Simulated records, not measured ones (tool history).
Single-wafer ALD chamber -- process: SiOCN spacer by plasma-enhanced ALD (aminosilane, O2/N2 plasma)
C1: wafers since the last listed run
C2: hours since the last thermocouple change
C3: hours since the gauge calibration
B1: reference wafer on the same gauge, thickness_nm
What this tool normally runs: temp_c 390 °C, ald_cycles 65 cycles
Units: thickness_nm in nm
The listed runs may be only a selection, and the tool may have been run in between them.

{"run": 1, "hour": 0.0, "temp_c": 390, "ald_cycles": 65, "C1": 0, "C2": 1148.2, "C3": 189.6, "B1": 5.377, "thickness_nm": 4.552}
{"run": 2, "hour": 64.1, "temp_c": 390, "ald_cycles": 65, "C1": 187, "C2": 1212.3, "C3": 253.7, "B1": 5.393, "thickness_nm": 4.569}
{"run": 3, "hour": 118.6, "temp_c": 390, "ald_cycles": 65, "C1": 159, "C2": 1266.8, "C3": 308.2, "B1": 5.402, "thickness_nm": 4.579}
{"run": 4, "hour": 176.1, "temp_c": 390, "ald_cycles": 65, "C1": 168, "C2": 1324.3, "C3": 365.7, "B1": 5.41, "thickness_nm": 4.618}
{"run": 5, "hour": 209.5, "temp_c": 390, "ald_cycles": 65, "C1": 97, "C2": 1357.7, "C3": 399.1, "B1": 5.419, "thickness_nm": 4.588}
{"run": 6, "hour": 244.1, "temp_c": 380, "ald_cycles": 65, "C1": 101, "C2": 1392.3, "C3": 433.7, "B1": 5.428, "thickness_nm": 4.61}
{"hour": 272.3, "done": "gauge calibrated"}
{"run": 7, "hour": 293.1, "temp_c": 390, "ald_cycles": 59, "C1": 143, "C2": 1441.3, "C3": 20.8, "B1": 5.352, "thickness_nm": 4.127}
{"hour": 341.9, "done": "thermocouple changed; heater temperature recalibrated"}
{"run": 8, "hour": 342.4, "temp_c": 390, "ald_cycles": 70, "C1": 120, "C2": 0.5, "C3": 70.1, "B1": 5.361, "thickness_nm": 4.882}
{"run": 9, "hour": 384.5, "temp_c": 381, "ald_cycles": 77, "C1": 123, "C2": 42.6, "C3": 112.2, "B1": 5.367, "thickness_nm": 5.385}
{"run": 10, "hour": 416.5, "temp_c": 390, "ald_cycles": 65, "C1": 93, "C2": 74.6, "C3": 144.2, "B1": 5.376, "thickness_nm": 4.587}
{"run": 11, "hour": 455.4, "temp_c": 390, "ald_cycles": 65, "C1": 113, "C2": 113.5, "C3": 183.1, "B1": 5.384, "thickness_nm": 4.56}
{"run": 12, "hour": 490.4, "temp_c": 395, "ald_cycles": 54, "C1": 102, "C2": 148.5, "C3": 218.1, "B1": 5.391, "thickness_nm": 3.79}
{"run": 13, "hour": 542.9, "temp_c": 376, "ald_cycles": 56, "C1": 153, "C2": 201.0, "C3": 270.6, "B1": 5.404, "thickness_nm": 3.947}
{"run": 14, "hour": 584.0, "temp_c": 384, "ald_cycles": 59, "C1": 120, "C2": 242.1, "C3": 311.7, "B1": 5.414, "thickness_nm": 4.172}

5 options for the next run, each taken on its own from the tool as it stands now. Forecast them:
{"run": "A", "hour": 584.5, "temp_c": 390, "ald_cycles": 71, "C1": 1, "C2": 242.6, "C3": 312.2, "B1": "?", "thickness_nm": "?"}
{"run": "B", "hour": 584.5, "temp_c": 399, "ald_cycles": 73, "C1": 1, "C2": 242.6, "C3": 312.2, "B1": "?", "thickness_nm": "?"}
{"run": "C", "hour": 584.5, "temp_c": 383, "ald_cycles": 71, "C1": 1, "C2": 242.6, "C3": 312.2, "B1": "?", "thickness_nm": "?"}
{"run": "D", "hour": 584.5, "temp_c": 390, "ald_cycles": 73, "C1": 1, "C2": 242.6, "C3": 312.2, "B1": "?", "thickness_nm": "?"}
{"run": "E", "hour": 584.5, "temp_c": 394, "ald_cycles": 61, "C1": 1, "C2": 242.6, "C3": 312.2, "B1": "?", "thickness_nm": "?"}

run=A B1=5.415 thickness_nm=5.015
run=B B1=5.415 thickness_nm=5.155
run=C B1=5.415 thickness_nm=5.015
run=D B1=5.415 thickness_nm=5.156
run=E B1=5.415 thickness_nm=4.308
Stripped of hidden state, with their random variation kept, the same runs would have yielded:
run=A thickness_nm=4.947
run=B thickness_nm=5.085
run=C thickness_nm=4.947
run=D thickness_nm=5.087
run=E thickness_nm=4.251

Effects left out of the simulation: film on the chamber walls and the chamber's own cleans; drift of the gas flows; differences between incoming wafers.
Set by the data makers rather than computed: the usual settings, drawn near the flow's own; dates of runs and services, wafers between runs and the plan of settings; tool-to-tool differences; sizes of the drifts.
